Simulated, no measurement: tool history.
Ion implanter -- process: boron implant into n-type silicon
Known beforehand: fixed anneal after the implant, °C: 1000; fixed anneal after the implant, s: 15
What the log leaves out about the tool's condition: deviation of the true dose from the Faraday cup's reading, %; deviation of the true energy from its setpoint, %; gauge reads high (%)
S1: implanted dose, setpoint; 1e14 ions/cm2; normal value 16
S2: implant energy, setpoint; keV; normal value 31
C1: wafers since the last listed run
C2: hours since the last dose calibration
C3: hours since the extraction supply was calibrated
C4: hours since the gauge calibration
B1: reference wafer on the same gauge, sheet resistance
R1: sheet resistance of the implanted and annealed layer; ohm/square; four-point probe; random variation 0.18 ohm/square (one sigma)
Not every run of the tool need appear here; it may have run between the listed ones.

run	hour	S1	S2	C1	C2	C3	C4	B1	R1
1	0	16	31	0	526.9	2814.4	423.3	70.62	87.73
2	38.7	16	31	432	565.6	2853.1	462	70.59	87.61
3	100.1	16	31	686	627	2914.5	523.4	70.6	87.21
4	152	16	31	580	678.9	2966.4	575.3	70.65	87.39
5	212	16	31	671	738.9	3026.4	635.3	70.59	87.51
6	253.5	16	31	464	780.4	3067.9	676.8	70.58	87.97
7	305.8	18	31	584	832.7	3120.2	729.1	70.61	80.83
# hour 313.2: gauge calibrated
8	376.8	19.01	31	794	903.7	3191.2	63.6	70.57	78.02
9	441.1	13.79	31	719	968	3255.5	127.9	70.62	98.04
10	482.2	13.79	31	459	1009.1	3296.6	169	70.59	97.7
11	548	16	31	735	1074.9	3362.4	234.8	70.66	87.65
12	600.4	16	31	586	1127.3	3414.8	287.2	70.64	87.85
13	660.7	16	31	674	1187.6	3475.1	347.5	70.59	87.79
# hour 696.4: Faraday cup replaced and dose calibrated
14	714.9	16	31	516	18.5	3529.3	401.7	70.62	87.01
15	782.6	20.13	41.5	757	86.2	3597	469.4	70.6	71.71
# hour 835.9: extraction supply calibrated
16	852.2	16	31	688	155.8	16.3	539	70.59	87.05
17	886.6	14.08	25.5	384	190.2	50.7	573.4	70.55	97.42
18	942.8	13.79	31	628	246.4	106.9	629.6	70.63	97.01
19	994.8	16	41	581	298.4	158.9	681.6	70.58	85.12
20	1030.2	12	37	395	333.8	194.3	717	70.61	107.1
21	1075.4	13.76	38	505	379	239.5	762.2	70.66	96.04
22	1127.6	17.27	39	583	431.2	291.7	814.4	70.54	80.93
# hour 1136.2: gauge calibrated
23	1186.6	11.3	36	659	490.2	350.7	50.4	70.53	112.4
24	1217.4	16	37	344	521	381.5	81.2	70.61	85.79
25	1395.9	20.06	28	1996	699.5	560	259.7	70.57	76.55
26	1448.5	16	31	588	752.1	612.6	312.3	70.61	87.37
27	1498.6	13.39	25.5	560	802.2	662.7	362.4	70.6	101.2
28	1556.3	16	31	645	859.9	720.4	420.1	70.61	87.31
29	1587.5	18.18	21.5	348	891.1	751.6	451.3	70.59	85.74

Alternative continuations, all from the tool just after run 29; predict every row:
A	1587.9	18.15	31	4	891.5	752	451.7	?	?
B	1587.9	14.32	37	4	891.5	752	451.7	?	?
C	1587.9	12.66	34.5	4	891.5	752	451.7	?	?
D	1587.9	12.24	31	4	891.5	752	451.7	?	?

run	B1	R1
A	70.65	80.02
B	70.65	93.48
C	70.65	103.25
D	70.65	106.67
Had the tool no hidden state, the same runs would have come out as:
run	R1
A	79.56
B	92.86
C	102.55
D	105.95

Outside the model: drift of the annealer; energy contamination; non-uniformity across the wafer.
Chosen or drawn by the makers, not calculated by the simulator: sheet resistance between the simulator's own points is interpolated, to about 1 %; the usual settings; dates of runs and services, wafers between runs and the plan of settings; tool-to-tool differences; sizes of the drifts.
